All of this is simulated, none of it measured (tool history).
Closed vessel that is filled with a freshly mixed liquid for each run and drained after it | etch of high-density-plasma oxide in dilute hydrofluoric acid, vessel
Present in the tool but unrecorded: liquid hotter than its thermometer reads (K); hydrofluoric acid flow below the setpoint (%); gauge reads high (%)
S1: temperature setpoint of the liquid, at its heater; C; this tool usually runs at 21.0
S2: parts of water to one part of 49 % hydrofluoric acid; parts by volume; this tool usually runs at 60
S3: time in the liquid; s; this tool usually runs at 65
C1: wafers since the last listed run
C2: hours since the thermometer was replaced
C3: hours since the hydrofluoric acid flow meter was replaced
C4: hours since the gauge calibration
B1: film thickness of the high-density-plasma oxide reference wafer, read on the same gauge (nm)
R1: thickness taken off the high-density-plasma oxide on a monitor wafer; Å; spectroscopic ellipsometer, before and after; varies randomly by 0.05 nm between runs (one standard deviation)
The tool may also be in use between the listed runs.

run	hour	S1	S2	S3	C1	C2	C3	C4	B1	R1
1	0.0	21.0	60	65	0	820.1	971.9	520.8	119.72	60.7
2	38.4	21.0	60	65	3345	858.5	1010.3	559.2	119.56	60.3
3	73.8	21.0	60	65	3084	893.9	1045.7	594.6	119.40	59.5
4	128.2	21.0	60	65	4739	948.3	1100.1	649.0	119.12	59.8
5	197.7	21.0	60	65	6055	1017.8	1169.6	718.5	118.74	59.3
6	222.9	21.0	60	65	2195	1043.0	1194.8	743.7	118.62	59.8
7	256.6	21.0	60	65	2936	1076.7	1228.5	777.4	118.36	59.4
8	326.3	21.0	60	65	6072	1146.4	1298.2	847.1	117.90	60.2
9	385.9	21.0	60	65	5192	1206.0	1357.8	906.7	117.47	58.9
10	446.9	21.0	60	65	5314	1267.0	1418.8	967.7	117.02	58.0
11	479.9	21.0	60	65	2875	1300.0	1451.8	1000.7	116.77	58.3
12	693.2	21.0	75	65	18584	1513.3	1665.1	1214.0	114.84	45.7
# hour 744.9: hydrofluoric acid flow meter replaced
13	752.4	21.0	60	65	5070	1572.5	7.5	1273.2	114.24	57.3
# hour 764.1: gauge calibrated
14	822.7	21.0	60	65	6125	1642.8	77.8	58.6	120.27	60.5
15	848.7	21.0	60	65	2265	1668.8	103.8	84.6	120.23	59.3
16	887.9	22.5	45	40	3415	1708.0	143.0	123.8	120.20	53.4
17	935.0	19.5	60	65	4103	1755.1	190.1	170.9	120.13	56.2
# hour 958.1: thermometer replaced
18	993.6	21.0	70	85	5018	35.5	248.7	229.5	120.06	67.1
19	1027.0	24.0	60	65	2910	68.9	282.1	262.9	120.00	68.1
20	1052.8	21.0	60	90	2247	94.7	307.9	288.7	119.92	83.0
21	1078.9	23.5	60	65	2274	120.8	334.0	314.8	119.89	66.8
22	1132.1	18.5	60	45	4635	174.0	387.2	368.0	119.71	37.1
23	1169.5	23.5	35	30	3258	211.4	424.6	405.4	119.61	54.2
24	1198.7	19.0	85	65	2544	240.6	453.8	434.6	119.50	37.2

Predict the results of run 25:
25	1265.9	24.5	50	65	5854	307.8	521.0	501.8	?	?

{"run 25": {"B1": 119.2, "R1": 85.0}}
With the hidden condition absent and the run-to-run variation left alone, this run would have shown R1 85.5 Å.
